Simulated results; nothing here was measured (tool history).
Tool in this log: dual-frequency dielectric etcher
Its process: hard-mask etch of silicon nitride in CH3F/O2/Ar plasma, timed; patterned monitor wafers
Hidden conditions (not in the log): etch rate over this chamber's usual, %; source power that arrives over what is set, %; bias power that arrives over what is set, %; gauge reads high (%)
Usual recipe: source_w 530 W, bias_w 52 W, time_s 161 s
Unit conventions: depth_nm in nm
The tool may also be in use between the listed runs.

run    hour  source_w  bias_w  time_s  wafers since the last listed run  hours since the last wet clean  hours since the last source power generator calibration  hours since the last bias power generator calibration  hours since the last upper electrode change  hours since the gauge calibration  read-back reference wafer on the same gauge, depth_nm  depth_nm
  1       0       530      52     161                                 0                             374                                                      4.9                                                 1949.3                                       3074.1                             1853.4                                                    133     116.2
  2    48.7       530      52     161                               252                           422.7                                                     53.6                                                   1998                                       3122.8                             1902.1                                                  132.9     116.1
  3   115.6       530      52     161                               346                           489.6                                                    120.5                                                 2064.9                                       3189.7                               1969                                                    133     115.5
  4   153.8       530      57     161                               197                           527.8                                                    158.7                                                 2103.1                                       3227.9                             2007.2                                                  132.9     118.4
  5   204.1       450      52     161                               260                           578.1                                                      209                                                 2153.4                                       3278.2                             2057.5                                                    133     103.4
  6   241.6       530      52     161                               194                           615.6                                                    246.5                                                 2190.9                                       3315.7                               2095                                                  132.9     116.3
      319.2  -- wet clean of the chamber
  7   319.7       530      52     173                               280                             0.5                                                    324.6                                                   2269                                       3393.8                             2173.1                                                  132.8     124.4
      335.5  -- gauge calibrated
  8   336.5       530      52   195.5                                86                            17.3                                                    341.4                                                 2285.8                                       3410.6                                  1                                                    133     141.1
  9   446.9       490      59     176                               571                           127.7                                                    451.8                                                 2396.2                                         3521                              111.4                                                    133     124.4
      457.8  -- bias power generator calibrated
 10   480.9       530      52     161                               155                           161.7                                                    485.8                                                   23.1                                         3555                              145.4                                                    133     115.6
 11     543       580      58     161                               321                           223.8                                                    547.9                                                   85.2                                       3617.1                              207.5                                                  132.7     127.1
 12   588.1       440      52     161                               233                           268.9                                                      593                                                  130.3                                       3662.2                              252.6                                                  133.1     101.9
 13   643.7       450      61     139                               287                           324.5                                                    648.6                                                  185.9                                       3717.8                              308.2                                                  132.9      94.3
 14   706.3       440      61     122                               324                           387.1                                                    711.2                                                  248.5                                       3780.4                              370.8                                                  133.1      81.8
 15   765.7       530      52   203.5                               307                           446.5                                                    770.6                                                  307.9                                       3839.8                              430.2                                                  132.9     145.8
 16     818       530      52     161                               270                           498.8                                                    822.9                                                  360.2                                       3892.1                              482.5                                                  133.1     115.3
 17   862.6       530      52     161                               230                           543.4                                                    867.5                                                  404.8                                       3936.7                              527.1                                                    133     115.8
 18   916.3       530      40     201                               277                           597.1                                                    921.2                                                  458.5                                       3990.4                              580.8                                                    133     132.2
      977.6  -- wet clean of the chamber
 19   978.1       530      52     161                               195                             0.5                                                      983                                                  520.3                                       4052.2                              642.6                                                  132.9     115.3
     1039.1  -- upper electrode replaced
 20  1039.6       530      52     161                               194                              62                                                   1044.5                                                  581.8                                          0.5                              704.1                                                    133     116.3
 21  1079.1       470      48   114.5                               204                           101.5                                                     1084                                                  621.3                                           40                              743.6                                                  132.8      74.1
 22  1139.9       460      48     184                               314                           162.3                                                   1144.8                                                  682.1                                        100.8                              804.4                                                    133     116.5
 23  1190.3       530      52     161                               260                           212.7                                                   1195.2                                                  732.5                                        151.2                              854.8                                                    133     115.1
 24  1221.3       530      52     161                               160                           243.7                                                   1226.2                                                  763.5                                        182.2                              885.8                                                  133.1     116.5
 25  1259.8       530      52     161                               199                           282.2                                                   1264.7                                                    802                                        220.7                              924.3                                                  133.2     115.3
 26  1301.7       530      52     161                               216                           324.1                                                   1306.6                                                  843.9                                        262.6                              966.2                                                    133     115.4
 27  1370.6       470      43     143                               356                             393                                                   1375.5                                                  912.8                                        331.5                             1035.1                                                  132.9      89.3
 28  1412.3       530      48   126.5                               215                           434.7                                                   1417.2                                                  954.5                                        373.2                             1076.8                                                  133.2      87.9
 29  1479.4       490      60     140                               347                           501.8                                                   1484.3                                                 1021.6                                        440.3                             1143.9                                                  132.8     100.5
 30  1513.9       500      46   173.5                               178                           536.3                                                   1518.8                                                 1056.1                                        474.8                             1178.4                                                    133     114.9
 31  1540.7       450      58     177                               138                           563.1                                                   1545.6                                                 1082.9                                        501.6                             1205.2                                                    133     118.3

For each entry between runs, how does the tool's hidden state at the last listed run before it compare with that at the first listed run after it?
From run 6 to run 7: wet clean of the chamber (hour 319.2)
  no hidden state differs between the two runs
From run 7 to run 8: gauge calibrated (hour 335.5)
  no hidden state differs between the two runs
From run 9 to run 10: bias power generator calibrated (hour 457.8)
  no hidden state differs between the two runs
From run 18 to run 19: wet clean of the chamber (hour 977.6)
  no hidden state differs between the two runs
From run 19 to run 20: upper electrode replaced (hour 1039.1)
  no hidden state differs between the two runs
